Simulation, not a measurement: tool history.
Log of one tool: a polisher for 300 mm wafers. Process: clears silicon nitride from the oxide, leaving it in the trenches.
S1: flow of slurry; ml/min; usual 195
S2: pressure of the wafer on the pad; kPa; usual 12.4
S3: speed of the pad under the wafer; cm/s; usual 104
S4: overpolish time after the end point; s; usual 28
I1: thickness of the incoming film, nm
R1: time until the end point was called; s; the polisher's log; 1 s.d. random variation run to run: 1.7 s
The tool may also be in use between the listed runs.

run	day	S1	S2	S3	S4	I1	R1
1	0.000	195	12.4	104	28	69.6	114.9
2	0.567	195	12.4	104	28	69.1	116.3
3	2.512	195	12.4	104	28	68.6	119.3
4	2.796	195	12.4	104	28	70.2	127.2
5	3.429	195	12.4	104	28	69.5	125.4
6	3.700	195	12.4	76	19	69.9	173.1
7	4.029	195	12.4	76	19	69.6	172.3
# day 4.250: worn pad replaced by a new one
8	4.608	195	12.4	76	19	70.4	154.4
9	5.025	195	12.4	96	28	71.2	124.3
10	5.538	195	12.4	96	28	70.1	125.1
11	5.825	195	12.4	96	28	68.5	123.2
12	6.446	195	10.3	104	28	70.3	134.1
# day 6.504: slurry nozzle cleaned
# day 6.858: head pressure recalibrated
13	7.142	195	10.3	104	28	70.2	131.8
14	7.500	195	15.2	94	13	68.8	109.8
15	7.942	215	15.9	130	43	70.4	80.7
16	8.500	245	12.4	104	21	70.2	116.3
17	8.938	195	12.4	104	28	70.1	126.2
18	9.204	195	12.4	104	28	68.8	125.0
19	9.504	135	15.2	104	36	70.2	115.1
# day 9.696: worn pad replaced by a new one
20	10.175	195	11.0	122	33	70.3	100.2
21	10.533	235	12.4	104	38	71.5	111.6
22	11.267	170	13.8	104	28	70.3	104.8
23	11.588	195	12.4	104	33	69.5	113.9
24	11.854	195	14.5	114	11	68.7	94.6
25	12.162	195	12.4	104	28	69.8	114.8
26	12.908	195	12.4	104	28	70.2	119.0
27	13.221	195	12.4	104	28	69.5	116.1

State the hidden condition of the tool at each of the runs:
slurry flow missing at the pad, %: 0 in every run
deviation of the head's pressure from its setpoint, %: 0 in every run
H1: removal rate lost through wear of the pad, %
run	H1
1	4.9
2	6.07
3	10.1
4	10.7
5	12
6	12.5
7	13.2
8	2.55
9	3.41
10	4.46
11	5.06
12	6.34
13	7.78
14	8.52
15	9.43
16	10.6
17	11.5
18	12
19	12.7
20	1.08
21	1.82
22	3.33
23	3.99
24	4.54
25	5.18
26	6.72
27	7.37
